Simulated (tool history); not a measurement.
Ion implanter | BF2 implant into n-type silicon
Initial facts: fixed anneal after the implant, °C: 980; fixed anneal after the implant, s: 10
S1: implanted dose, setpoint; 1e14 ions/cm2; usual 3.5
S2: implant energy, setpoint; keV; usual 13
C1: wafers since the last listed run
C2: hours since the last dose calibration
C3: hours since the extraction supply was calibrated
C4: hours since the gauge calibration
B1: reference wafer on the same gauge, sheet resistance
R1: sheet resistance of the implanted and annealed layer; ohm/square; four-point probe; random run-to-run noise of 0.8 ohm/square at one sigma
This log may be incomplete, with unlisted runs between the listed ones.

run	hour	S1	S2	C1	C2	C3	C4	B1	R1
1	0	3.5	13	0	1793	6065.8	295.3	395.02	377.83
2	18.2	4.29	13	428	1811.2	6084	313.5	394.82	343.9
3	32.6	4.29	13	338	1825.6	6098.4	327.9	394.98	343.4
4	49.5	2.75	13	397	1842.5	6115.3	344.8	394.94	439.36
5	77.3	2.75	13	654	1870.3	6143.1	372.6	394.96	439.36
6	99.6	2.75	13	524	1892.6	6165.4	394.9	395.11	438.59
7	131.6	3.5	10.5	753	1924.6	6197.4	426.9	394.96	409.11
8	148.3	2.89	13	392	1941.3	6214.1	443.6	394.89	425.57
9	181.3	2.89	13	776	1974.3	6247.1	476.6	395.1	423.59
10	195.9	3.5	12	343	1988.9	6261.7	491.2	394.97	391.95
11	212.5	3.5	12	390	2005.5	6278.3	507.8	395.07	390.74
12	243.1	3.5	12	720	2036.1	6308.9	538.4	395.12	389
13	328.1	3.5	15.5	2000	2121.1	6393.9	623.4	394.99	359.54
14	340.8	3.5	15.5	298	2133.8	6406.6	636.1	395.12	359.53
# hour 373.5: Faraday cup replaced and dose calibrated
15	374	3.5	15.5	593	0.5	6439.8	669.3	395.03	366.37
16	388.4	3.5	9.5	338	14.9	6454.2	683.7	394.87	437.38
# hour 415.4: gauge calibrated
17	422.7	3.88	17.5	807	49.2	6488.5	7.3	395.02	335.09
18	455.3	3.83	13	767	81.8	6521.1	39.9	394.97	369.45
19	490.4	3.03	10.5	825	116.9	6556.2	75	394.93	454.02
# hour 505: Faraday cup replaced and dose calibrated, repeated, since the last time left the tool worse
20	505.7	3.5	11.5	171	0.7	6571.5	90.3	395.12	392.07
21	526.9	4.07	13	498	21.9	6592.7	111.5	394.95	349.69
22	539.6	2.73	9	298	34.6	6605.4	124.2	395.11	493.17
23	564.4	3.83	14.5	583	59.4	6630.2	149	395.2	344.04
24	586.2	4.31	9	513	81.2	6652	170.8	394.97	401.32
25	608.3	2.65	12	520	103.3	6674.1	192.9	395.13	453.94
# hour 618.5: extraction supply calibrated
26	636.9	4.29	9.5	484	131.9	18.4	221.5	395.1	390.24
27	655.4	3.5	13	435	150.4	36.9	240	394.94	374.8
28	668.4	2.93	11	305	163.4	49.9	253	395.04	437.7
29	691.2	4.03	15	536	186.2	72.7	275.8	395.12	333.42
30	720.8	3.04	9.5	696	215.8	102.3	305.4	394.82	456.85
31	736.6	2.46	9.5	371	231.6	118.1	321.2	395.04	514.96
32	750.9	3.5	10.5	336	245.9	132.4	335.5	394.97	408.31
33	776.4	3.5	13	600	271.4	157.9	361	394.99	373.66
34	790.9	3.5	8.5	341	285.9	172.4	375.5	395.13	448.01
35	816	4.29	11	590	311	197.5	400.6	395.04	366.07
36	887.2	3.5	12	1675	382.2	268.7	471.8	395	387.43

Entry by entry between the runs, the difference in hidden state between the last listed run before and the first listed run after:
Between runs 14 and 15: Faraday cup replaced and dose calibrated (hour 373.5)
  deviation of the true dose from the Faraday cup's reading, %: -3 -> -6.32
  the result without the hidden state subtracted from the measured one, R1: +6.25 -> +13.76 ohm/square
Between runs 16 and 17: gauge calibrated (hour 415.4)
  deviation of the true dose from the Faraday cup's reading, %: -6.34 -> -6.39
  the result without the hidden state subtracted from the measured one, R1: +13.37 -> +12.38 ohm/square
Between runs 19 and 20: Faraday cup replaced and dose calibrated, repeated, since the last time left the tool worse (hour 505)
  deviation of the true dose from the Faraday cup's reading, %: -6.48 -> -0.365
  the result without the hidden state subtracted from the measured one, R1: +17 -> +0.7 ohm/square
Between runs 25 and 26: extraction supply calibrated (hour 618.5)
  deviation of the true dose from the Faraday cup's reading, %: -0.509 -> -0.549
  the result without the hidden state subtracted from the measured one, R1: +1.55 -> +0.79 ohm/square
